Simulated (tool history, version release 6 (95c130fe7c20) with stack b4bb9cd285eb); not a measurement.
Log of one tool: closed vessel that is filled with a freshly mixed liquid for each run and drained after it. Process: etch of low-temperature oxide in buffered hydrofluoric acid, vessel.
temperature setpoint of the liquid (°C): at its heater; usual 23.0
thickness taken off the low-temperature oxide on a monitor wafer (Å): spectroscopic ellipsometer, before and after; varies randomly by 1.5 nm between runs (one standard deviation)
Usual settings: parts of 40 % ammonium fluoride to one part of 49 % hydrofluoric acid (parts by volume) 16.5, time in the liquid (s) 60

run,day,temperature setpoint of the liquid (°C),parts of 40 % ammonium fluoride to one part of 49 % hydrofluoric acid (parts by volume),time in the liquid (s),wafers since the last listed run,hours since the thermometer was replaced,hours since the hydrofluoric acid flow meter was replaced,hours since the gauge calibration,"read-back film thickness of the low-temperature oxide reference wafer, read on the same gauge (nm)",thickness taken off the low-temperature oxide on a monitor wafer (Å)
1,0.000,23.0,11.5,75,0,2198.6,790.5,346.7,150.01,5569.9
2,0.662,23.0,16.5,60,2233,2214.5,806.4,362.6,150.01,3140.0
3,1.375,21.5,16.5,80,2402,2231.6,823.5,379.7,149.98,3839.2
# day 1.762: gauge calibrated
4,1.967,21.5,16.5,80,1994,2245.8,837.7,4.9,150.01,3870.8
5,2.267,21.5,16.5,80,1011,2253.0,844.9,12.1,150.00,3873.5
6,2.679,23.0,16.5,60,1390,2262.9,854.8,22.0,150.00,3138.4
7,3.183,23.0,16.5,60,1699,2275.0,866.9,34.1,149.98,3164.2
8,3.450,23.0,16.5,60,899,2281.4,873.3,40.5,150.00,3176.6
9,4.154,23.0,16.5,60,2374,2298.3,890.2,57.4,150.00,3176.4
# day 4.929: hydrofluoric acid flow meter replaced
10,6.304,28.0,16.5,45,7108,2349.9,33.0,109.0,150.02,2894.7
11,6.629,26.5,20.5,60,1095,2357.7,40.8,116.8,149.99,2888.9
12,7.312,23.0,16.5,60,2303,2374.1,57.2,133.2,150.02,2954.3
13,7.729,18.5,19.0,80,1404,2384.1,67.2,143.2,149.99,2701.8
14,8.462,18.5,20.0,80,2472,2401.7,84.8,160.8,149.98,2549.5
15,8.854,20.0,14.0,75,1320,2411.1,94.2,170.2,150.04,3689.5
# day 9.300: thermometer replaced
16,10.917,28.0,16.5,60,6813,38.8,143.7,219.7,149.97,3414.9
17,11.417,18.0,19.0,60,1685,50.8,155.7,231.7,150.00,1741.3
18,11.683,23.0,16.5,60,899,57.2,162.1,238.1,150.00,2652.5
19,12.004,24.5,11.0,30,1081,64.9,169.8,245.8,150.02,2146.7
20,12.625,23.0,16.5,60,2093,79.8,184.7,260.7,150.02,2650.0
21,13.362,19.5,22.5,40,2486,97.5,202.4,278.4,150.00,1100.3
22,13.917,18.5,16.5,60,1868,110.8,215.7,291.7,149.98,2081.3
23,14.192,26.0,16.5,30,927,117.4,222.3,298.3,149.98,1574.8
24,14.900,23.0,19.0,80,2388,134.4,239.3,315.3,150.00,3104.2
25,15.371,23.0,12.5,60,1587,145.7,250.6,326.6,149.96,3532.6
26,15.892,26.0,16.5,90,1755,158.2,263.1,339.1,149.98,4758.0
27,16.504,27.5,16.5,60,2065,172.9,277.8,353.8,150.01,3416.4
28,16.829,23.0,23.0,60,1095,180.7,285.6,361.6,149.98,1998.0
29,17.383,23.0,11.5,75,1868,194.0,298.9,374.9,150.01,4842.8
30,17.804,28.0,22.0,60,1418,204.1,309.0,385.0,149.99,2735.2
# day 17.954: gauge calibrated
31,18.512,23.0,19.5,60,2388,221.1,326.0,13.4,150.00,2311.2
32,18.800,23.0,16.5,60,969,228.0,332.9,20.3,150.00,2716.1
33,19.521,23.0,16.5,60,2430,245.3,350.2,37.6,149.99,2698.2

How would selected steps in thickness taken off the low-temperature oxide on a monitor wafer (Å) from run to run divide? Give the signed amount a tool lacking its hidden state would still show from settings, what came in and random variation, and the signed amount left for the hidden state, including any gauge scatter that is not in both of the compared results.
Hidden conditions of the tool in this case: liquid hotter than its thermometer reads (K); hydrofluoric acid flow above the setpoint (%); gauge reads high (%).
Run 1 -> 2: parts of 40 % ammonium fluoride to one part of 49 % hydrofluoric acid (parts by volume) 11.5 -> 16.5, time in the liquid (s) 75 -> 60. thickness taken off the low-temperature oxide on a monitor wafer (Å) -2429.9: hidden state -432.4, all else -1997.5.
Run 9 -> 10: temperature setpoint of the liquid (°C) 23.0 -> 28.0, time in the liquid (s) 60 -> 45, hydrofluoric acid flow meter replaced. thickness taken off the low-temperature oxide on a monitor wafer (Å) -281.7: hidden state -233.5, all else -48.2.
Run 15 -> 16: temperature setpoint of the liquid (°C) 20.0 -> 28.0, parts of 40 % ammonium fluoride to one part of 49 % hydrofluoric acid (parts by volume) 14.0 -> 16.5, time in the liquid (s) 75 -> 60, thermometer replaced. thickness taken off the low-temperature oxide on a monitor wafer (Å) -274.6: hidden state -414.4, all else +139.8.
Run 28 -> 29: parts of 40 % ammonium fluoride to one part of 49 % hydrofluoric acid (parts by volume) 23.0 -> 11.5, time in the liquid (s) 60 -> 75. thickness taken off the low-temperature oxide on a monitor wafer (Å) +2844.8: hidden state +176.2, all else +2668.6.
Run 29 -> 30: temperature setpoint of the liquid (°C) 23.0 -> 28.0, parts of 40 % ammonium fluoride to one part of 49 % hydrofluoric acid (parts by volume) 11.5 -> 22.0, time in the liquid (s) 75 -> 60. thickness taken off the low-temperature oxide on a monitor wafer (Å) -2107.6: hidden state -138.7, all else -1968.9.

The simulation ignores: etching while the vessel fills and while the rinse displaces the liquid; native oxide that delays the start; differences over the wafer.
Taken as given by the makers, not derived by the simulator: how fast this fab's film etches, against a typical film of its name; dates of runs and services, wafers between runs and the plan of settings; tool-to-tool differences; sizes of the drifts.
